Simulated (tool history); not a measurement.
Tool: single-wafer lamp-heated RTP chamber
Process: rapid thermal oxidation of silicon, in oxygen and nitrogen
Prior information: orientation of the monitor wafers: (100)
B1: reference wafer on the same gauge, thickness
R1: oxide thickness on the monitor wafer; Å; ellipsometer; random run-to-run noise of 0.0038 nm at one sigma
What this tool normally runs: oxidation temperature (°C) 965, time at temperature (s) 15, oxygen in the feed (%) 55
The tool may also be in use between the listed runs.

{"run": 1, "day": 0.0, "oxidation temperature (°C)": 965, "time at temperature (s)": 15, "oxygen in the feed (%)": 55, "B1": 2.677, "R1": 25.13}
{"run": 2, "day": 0.45, "oxidation temperature (°C)": 949, "time at temperature (s)": 15, "oxygen in the feed (%)": 48, "B1": 2.68, "R1": 23.46}
{"run": 3, "day": 0.925, "oxidation temperature (°C)": 949, "time at temperature (s)": 15, "oxygen in the feed (%)": 48, "B1": 2.682, "R1": 23.43}
{"run": 4, "day": 1.421, "oxidation temperature (°C)": 965, "time at temperature (s)": 15, "oxygen in the feed (%)": 55, "B1": 2.679, "R1": 25.14}
{"run": 5, "day": 2.125, "oxidation temperature (°C)": 965, "time at temperature (s)": 15, "oxygen in the feed (%)": 55, "B1": 2.679, "R1": 25.17}
{"run": 6, "day": 2.525, "oxidation temperature (°C)": 965, "time at temperature (s)": 13, "oxygen in the feed (%)": 55, "B1": 2.681, "R1": 24.43}
{"run": 7, "day": 3.275, "oxidation temperature (°C)": 965, "time at temperature (s)": 13, "oxygen in the feed (%)": 55, "B1": 2.681, "R1": 24.41}
{"run": 8, "day": 3.958, "oxidation temperature (°C)": 955, "time at temperature (s)": 15, "oxygen in the feed (%)": 55, "B1": 2.679, "R1": 24.33}
{"run": 9, "day": 4.388, "oxidation temperature (°C)": 955, "time at temperature (s)": 15, "oxygen in the feed (%)": 55, "B1": 2.68, "R1": 24.35}
{"run": 10, "day": 4.792, "oxidation temperature (°C)": 955, "time at temperature (s)": 15, "oxygen in the feed (%)": 55, "B1": 2.681, "R1": 24.33}
{"run": 11, "day": 6.696, "oxidation temperature (°C)": 965, "time at temperature (s)": 15, "oxygen in the feed (%)": 55, "B1": 2.681, "R1": 25.23}
{"run": 12, "day": 7.225, "oxidation temperature (°C)": 965, "time at temperature (s)": 15, "oxygen in the feed (%)": 55, "B1": 2.681, "R1": 25.28}
{"day": 7.767, "done": "gauge calibrated"}
{"run": 13, "day": 7.775, "oxidation temperature (°C)": 965, "time at temperature (s)": 15, "oxygen in the feed (%)": 55, "B1": 2.68, "R1": 25.25}
{"run": 14, "day": 8.317, "oxidation temperature (°C)": 957, "time at temperature (s)": 21, "oxygen in the feed (%)": 55, "B1": 2.68, "R1": 26.52}
{"run": 15, "day": 8.812, "oxidation temperature (°C)": 957, "time at temperature (s)": 21, "oxygen in the feed (%)": 55, "B1": 2.679, "R1": 26.59}
{"run": 16, "day": 9.158, "oxidation temperature (°C)": 965, "time at temperature (s)": 20, "oxygen in the feed (%)": 55, "B1": 2.681, "R1": 27.21}
{"run": 17, "day": 9.433, "oxidation temperature (°C)": 965, "time at temperature (s)": 20, "oxygen in the feed (%)": 55, "B1": 2.68, "R1": 27.17}
{"run": 18, "day": 10.512, "oxidation temperature (°C)": 965, "time at temperature (s)": 20, "oxygen in the feed (%)": 55, "B1": 2.681, "R1": 27.11}
{"run": 19, "day": 11.017, "oxidation temperature (°C)": 986, "time at temperature (s)": 8, "oxygen in the feed (%)": 42, "B1": 2.681, "R1": 23.05}
{"run": 20, "day": 11.65, "oxidation temperature (°C)": 981, "time at temperature (s)": 15, "oxygen in the feed (%)": 84, "B1": 2.682, "R1": 29.65}
{"run": 21, "day": 12.333, "oxidation temperature (°C)": 953, "time at temperature (s)": 15, "oxygen in the feed (%)": 55, "B1": 2.68, "R1": 24.3}
{"run": 22, "day": 12.996, "oxidation temperature (°C)": 965, "time at temperature (s)": 17, "oxygen in the feed (%)": 55, "B1": 2.68, "R1": 26.16}
{"run": 23, "day": 13.521, "oxidation temperature (°C)": 978, "time at temperature (s)": 15, "oxygen in the feed (%)": 55, "B1": 2.681, "R1": 26.74}
{"run": 24, "day": 14.096, "oxidation temperature (°C)": 956, "time at temperature (s)": 20, "oxygen in the feed (%)": 65, "B1": 2.68, "R1": 27.06}
{"day": 14.708, "done": "oxygen flow controller replaced"}
{"run": 25, "day": 14.729, "oxidation temperature (°C)": 965, "time at temperature (s)": 15, "oxygen in the feed (%)": 69, "B1": 2.679, "R1": 26.46}
{"run": 26, "day": 15.038, "oxidation temperature (°C)": 986, "time at temperature (s)": 8, "oxygen in the feed (%)": 42, "B1": 2.679, "R1": 23.08}
{"run": 27, "day": 15.712, "oxidation temperature (°C)": 943, "time at temperature (s)": 22, "oxygen in the feed (%)": 74, "B1": 2.681, "R1": 26.94}
{"day": 16.192, "done": "pyrometer window cleaned and pyrometer calibrated"}
{"run": 28, "day": 16.212, "oxidation temperature (°C)": 965, "time at temperature (s)": 15, "oxygen in the feed (%)": 55, "B1": 2.678, "R1": 25.08}
{"run": 29, "day": 16.425, "oxidation temperature (°C)": 965, "time at temperature (s)": 10, "oxygen in the feed (%)": 31, "B1": 2.68, "R1": 21.86}
{"run": 30, "day": 17.042, "oxidation temperature (°C)": 982, "time at temperature (s)": 22, "oxygen in the feed (%)": 55, "B1": 2.68, "R1": 29.96}
{"run": 31, "day": 17.712, "oxidation temperature (°C)": 952, "time at temperature (s)": 8, "oxygen in the feed (%)": 47, "B1": 2.681, "R1": 21.29}
{"run": 32, "day": 18.204, "oxidation temperature (°C)": 991, "time at temperature (s)": 15, "oxygen in the feed (%)": 55, "B1": 2.68, "R1": 27.9}
{"run": 33, "day": 18.875, "oxidation temperature (°C)": 965, "time at temperature (s)": 15, "oxygen in the feed (%)": 55, "B1": 2.679, "R1": 25.12}
{"run": 34, "day": 19.358, "oxidation temperature (°C)": 942, "time at temperature (s)": 15, "oxygen in the feed (%)": 55, "B1": 2.68, "R1": 23.3}
{"run": 35, "day": 19.762, "oxidation temperature (°C)": 965, "time at temperature (s)": 18, "oxygen in the feed (%)": 47, "B1": 2.68, "R1": 25.46}
{"run": 36, "day": 20.212, "oxidation temperature (°C)": 946, "time at temperature (s)": 17, "oxygen in the feed (%)": 76, "B1": 2.681, "R1": 25.38}
{"run": 37, "day": 20.833, "oxidation temperature (°C)": 994, "time at temperature (s)": 10, "oxygen in the feed (%)": 45, "B1": 2.679, "R1": 24.73}

Predict each of these 3 candidate next runs independently; none follows another, all start after run 37:
{"run": "A", "day": 20.85, "oxidation temperature (°C)": 965, "time at temperature (s)": 11, "oxygen in the feed (%)": 55, "B1": "?", "R1": "?"}
{"run": "B", "day": 20.85, "oxidation temperature (°C)": 965, "time at temperature (s)": 20, "oxygen in the feed (%)": 72, "B1": "?", "R1": "?"}
{"run": "C", "day": 20.85, "oxidation temperature (°C)": 965, "time at temperature (s)": 17, "oxygen in the feed (%)": 46, "B1": "?", "R1": "?"}

run=A B1=2.68 R1=23.53
run=B B1=2.68 R1=28.34
run=C B1=2.68 R1=25.09
With no hidden state in the tool, these same runs would have given:
run=A R1=23.52
run=B R1=28.32
run=C R1=25.08
